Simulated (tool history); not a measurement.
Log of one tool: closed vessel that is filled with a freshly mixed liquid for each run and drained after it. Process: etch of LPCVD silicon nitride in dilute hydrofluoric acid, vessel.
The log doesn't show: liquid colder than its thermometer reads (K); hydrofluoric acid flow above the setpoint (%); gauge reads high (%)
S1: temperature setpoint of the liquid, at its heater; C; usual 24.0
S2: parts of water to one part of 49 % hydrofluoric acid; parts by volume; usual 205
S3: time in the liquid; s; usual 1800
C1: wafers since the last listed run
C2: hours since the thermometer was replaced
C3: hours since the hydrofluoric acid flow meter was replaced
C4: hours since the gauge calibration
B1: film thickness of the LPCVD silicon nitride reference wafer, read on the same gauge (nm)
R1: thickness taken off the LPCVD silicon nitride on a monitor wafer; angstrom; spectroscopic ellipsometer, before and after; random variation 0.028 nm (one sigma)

run    hour    S1   S2    S3    C1      C2     C3      C4       B1      R1
  1     0.0  27.5  205  1800     0  1480.1  546.5   153.5  129.979   54.34
       51.4  -- hydrofluoric acid flow meter replaced
  2    85.9  27.5  205  1800  2083  1566.0   34.5   239.4  129.948   54.52
  3   185.4  27.5  205  1800  2441  1665.5  134.0   338.9  129.957   54.35
  4   278.5  24.0  205  1800  2284  1758.6  227.1   432.0  130.029   43.43
  5   378.5  24.0  205  1800  2453  1858.6  327.1   532.0  130.019   43.25
  6   447.7  24.0  205  1800  1698  1927.8  396.3   601.2  129.986   43.00
  7   539.7  24.0  205  1800  2257  2019.8  488.3   693.2  130.023   43.22
  8   590.5  24.0  205  1800  1246  2070.6  539.1   744.0  129.980   43.78
      623.7  -- hydrofluoric acid flow meter replaced
  9   662.3  24.0  205  1800  1737  2142.4   38.6   815.8  130.003   43.05
 10   760.6  24.0  205  1800  2412  2240.7  136.9   914.1  130.001   43.40
 11   857.9  24.0  205  1800  2387  2338.0  234.2  1011.4  130.012   43.56
      860.1  -- thermometer replaced
 12   917.7  24.0  205  1800  1442    57.6  294.0  1071.2  130.010   44.65
 13   978.9  27.5  205  1800  1501   118.8  355.2  1132.4  129.978   55.51
 14  1031.1  26.5  180  2680  1280   171.0  407.4  1184.6  130.003   88.09
 15  1101.3  21.0  160  1800  1722   241.2  477.6  1254.8  129.983   46.87
 16  1201.1  24.0  205  2875  2449   341.0  577.4  1354.6  129.998   71.18
     1237.0  -- hydrofluoric acid flow meter replaced
 17  1268.7  25.5  270  1800  1634   408.6   31.7  1422.2  130.016   37.12
 18  1323.0  24.0  205  1800  1332   462.9   86.0  1476.5  130.024   44.75
 19  1370.0  22.5  180  2600  1153   509.9  133.0  1523.5  129.967   66.10
     1390.1  -- gauge calibrated
 20  1472.0  24.0  120  1800  2503   611.9  235.0    81.9  130.021   75.54
 21  1551.4  21.5  205  1800  1948   691.3  314.4   161.3  130.006   38.04
 22  1605.9  28.5  165  2840  1337   745.8  368.9   215.8  129.950  114.76
 23  1829.4  20.5  205  1025  5484   969.3  592.4   439.3  129.990   20.18
 24  1881.6  24.0  205  1800  1280  1021.5  644.6   491.5  129.978   44.19

3 ways to go on from here, each from the tool as it stands after run 24. What would each give?
  A  1882.8  24.0  205  1800  29  1022.7  645.8  492.7   ?   ?
  B  1882.8  25.5  300  1800  29  1022.7  645.8  492.7   ?   ?
  C  1882.8  21.5  160  1020  29  1022.7  645.8  492.7   ?   ?

run       B1     R1
  A  130.026  43.42
  B  130.026  32.64
  C  130.026  26.71
Without the tool's hidden state the same runs would have given:
run     R1
  A  44.28
  B  33.26
  C  27.26

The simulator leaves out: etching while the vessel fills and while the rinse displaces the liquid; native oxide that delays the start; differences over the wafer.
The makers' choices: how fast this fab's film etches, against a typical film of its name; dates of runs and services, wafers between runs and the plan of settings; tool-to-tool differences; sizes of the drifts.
